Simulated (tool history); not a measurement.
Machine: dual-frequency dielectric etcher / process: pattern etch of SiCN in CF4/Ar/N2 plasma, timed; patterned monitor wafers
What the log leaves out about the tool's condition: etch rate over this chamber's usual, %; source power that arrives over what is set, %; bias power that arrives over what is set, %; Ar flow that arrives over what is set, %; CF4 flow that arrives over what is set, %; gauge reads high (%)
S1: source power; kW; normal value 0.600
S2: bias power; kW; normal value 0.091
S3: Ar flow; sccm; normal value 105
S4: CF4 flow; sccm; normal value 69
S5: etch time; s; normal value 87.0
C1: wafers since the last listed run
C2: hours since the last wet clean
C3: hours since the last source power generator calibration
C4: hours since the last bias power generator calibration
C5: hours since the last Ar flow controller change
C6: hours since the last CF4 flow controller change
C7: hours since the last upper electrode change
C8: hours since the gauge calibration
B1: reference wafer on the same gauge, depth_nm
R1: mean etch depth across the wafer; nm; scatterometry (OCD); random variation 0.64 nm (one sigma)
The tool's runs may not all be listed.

run 1 hour=0.0 | S1=0.600 S2=0.091 S3=105 S4=69 S5=87.0 | C1=0 C2=228.2 C3=4136.9 C4=1619.4 C5=2573.1 C6=2046.9 C7=4121.4 C8=176.4 | B1=114.4 | R1=109.2
run 2 hour=152.0 | S1=0.600 S2=0.091 S3=105 S4=69 S5=87.0 | C1=2010 C2=380.2 C3=4288.9 C4=1771.4 C5=2725.1 C6=2198.9 C7=4273.4 C8=328.4 | B1=113.8 | R1=108.2
-- hour=185.5 source power generator calibrated
run 3 hour=234.4 | S1=0.600 S2=0.091 S3=105 S4=69 S5=74.5 | C1=1036 C2=462.6 C3=48.9 C4=1853.8 C5=2807.5 C6=2281.3 C7=4355.8 C8=410.8 | B1=113.5 | R1=92.2
run 4 hour=316.1 | S1=0.600 S2=0.091 S3=105 S4=69 S5=87.0 | C1=1080 C2=544.3 C3=130.6 C4=1935.5 C5=2889.2 C6=2363.0 C7=4437.5 C8=492.5 | B1=113.3 | R1=108.2
-- hour=352.8 CF4 flow controller replaced
-- hour=377.7 Ar flow controller replaced
-- hour=382.6 upper electrode replaced
run 5 hour=393.0 | S1=0.600 S2=0.091 S3=128 S4=69 S5=87.0 | C1=792 C2=621.2 C3=207.5 C4=2012.4 C5=15.3 C6=40.2 C7=10.4 C8=569.4 | B1=113.2 | R1=104.3
run 6 hour=432.9 | S1=0.600 S2=0.091 S3=105 S4=69 S5=110.5 | C1=527 C2=661.1 C3=247.4 C4=2052.3 C5=55.2 C6=80.1 C7=50.3 C8=609.3 | B1=113.0 | R1=137.5
-- hour=461.2 wet clean of the chamber
run 7 hour=504.3 | S1=0.600 S2=0.091 S3=105 S4=69 S5=87.0 | C1=626 C2=43.1 C3=318.8 C4=2123.7 C5=126.6 C6=151.5 C7=121.7 C8=680.7 | B1=113.0 | R1=108.1
run 8 hour=603.0 | S1=0.470 S2=0.091 S3=129 S4=80 S5=87.0 | C1=1305 C2=141.8 C3=417.5 C4=2222.4 C5=225.3 C6=250.2 C7=220.4 C8=779.4 | B1=112.6 | R1=82.8
run 9 hour=683.6 | S1=0.600 S2=0.091 S3=131 S4=69 S5=87.0 | C1=1065 C2=222.4 C3=498.1 C4=2303.0 C5=305.9 C6=330.8 C7=301.0 C8=860.0 | B1=112.6 | R1=103.8
run 10 hour=789.7 | S1=0.640 S2=0.072 S3=105 S4=69 S5=97.0 | C1=1403 C2=328.5 C3=604.2 C4=2409.1 C5=412.0 C6=436.9 C7=407.1 C8=966.1 | B1=112.3 | R1=118.9
run 11 hour=889.1 | S1=0.600 S2=0.091 S3=105 S4=69 S5=87.0 | C1=1314 C2=427.9 C3=703.6 C4=2508.5 C5=511.4 C6=536.3 C7=506.5 C8=1065.5 | B1=112.2 | R1=107.1
run 12 hour=944.7 | S1=0.530 S2=0.114 S3=105 S4=69 S5=87.0 | C1=735 C2=483.5 C3=759.2 C4=2564.1 C5=567.0 C6=591.9 C7=562.1 C8=1121.1 | B1=112.5 | R1=101.6
-- hour=953.6 bias power generator calibrated
run 13 hour=981.7 | S1=0.600 S2=0.091 S3=105 S4=69 S5=87.0 | C1=436 C2=520.5 C3=796.2 C4=28.1 C5=604.0 C6=628.9 C7=599.1 C8=1158.1 | B1=112.1 | R1=107.6
-- hour=1041.6 wet clean of the chamber
run 14 hour=1088.2 | S1=0.600 S2=0.091 S3=105 S4=69 S5=87.0 | C1=1091 C2=46.6 C3=902.7 C4=134.6 C5=710.5 C6=735.4 C7=705.6 C8=1264.6 | B1=112.0 | R1=108.3
run 15 hour=1192.0 | S1=0.600 S2=0.091 S3=105 S4=69 S5=87.0 | C1=1372 C2=150.4 C3=1006.5 C4=238.4 C5=814.3 C6=839.2 C7=809.4 C8=1368.4 | B1=111.9 | R1=106.7
run 16 hour=1284.7 | S1=0.600 S2=0.091 S3=105 S4=69 S5=108.5 | C1=1225 C2=243.1 C3=1099.2 C4=331.1 C5=907.0 C6=931.9 C7=902.1 C8=1461.1 | B1=111.9 | R1=132.8
run 17 hour=1321.0 | S1=0.600 S2=0.083 S3=89 S4=69 S5=87.0 | C1=480 C2=279.4 C3=1135.5 C4=367.4 C5=943.3 C6=968.2 C7=938.4 C8=1497.4 | B1=112.0 | R1=106.7
run 18 hour=1377.6 | S1=0.600 S2=0.077 S3=90 S4=69 S5=87.0 | C1=748 C2=336.0 C3=1192.1 C4=424.0 C5=999.9 C6=1024.8 C7=995.0 C8=1554.0 | B1=111.7 | R1=104.6
run 19 hour=1468.0 | S1=0.600 S2=0.091 S3=105 S4=69 S5=87.0 | C1=1195 C2=426.4 C3=1282.5 C4=514.4 C5=1090.3 C6=1115.2 C7=1085.4 C8=1644.4 | B1=111.7 | R1=106.2
run 20 hour=1524.3 | S1=0.700 S2=0.091 S3=92 S4=59 S5=75.5 | C1=744 C2=482.7 C3=1338.8 C4=570.7 C5=1146.6 C6=1171.5 C7=1141.7 C8=1700.7 | B1=111.9 | R1=105.8
-- hour=1593.7 wet clean of the chamber
run 21 hour=1617.8 | S1=0.600 S2=0.091 S3=105 S4=69 S5=87.0 | C1=919 C2=24.1 C3=1432.3 C4=664.2 C5=1240.1 C6=1265.0 C7=1235.2 C8=1794.2 | B1=111.6 | R1=106.3

For run 22, what comes out?
run 22 hour=1711.6 | S1=0.600 S2=0.091 S3=105 S4=55 S5=63.5 | C1=1240 C2=117.9 C3=1526.1 C4=758.0 C5=1333.9 C6=1358.8 C7=1329.0 C8=1888.0 | B1=? | R1=?

B1: 111.7
R1: 74.7 nm
Without the tool's hidden state the same run would have given R1 77.0 nm.
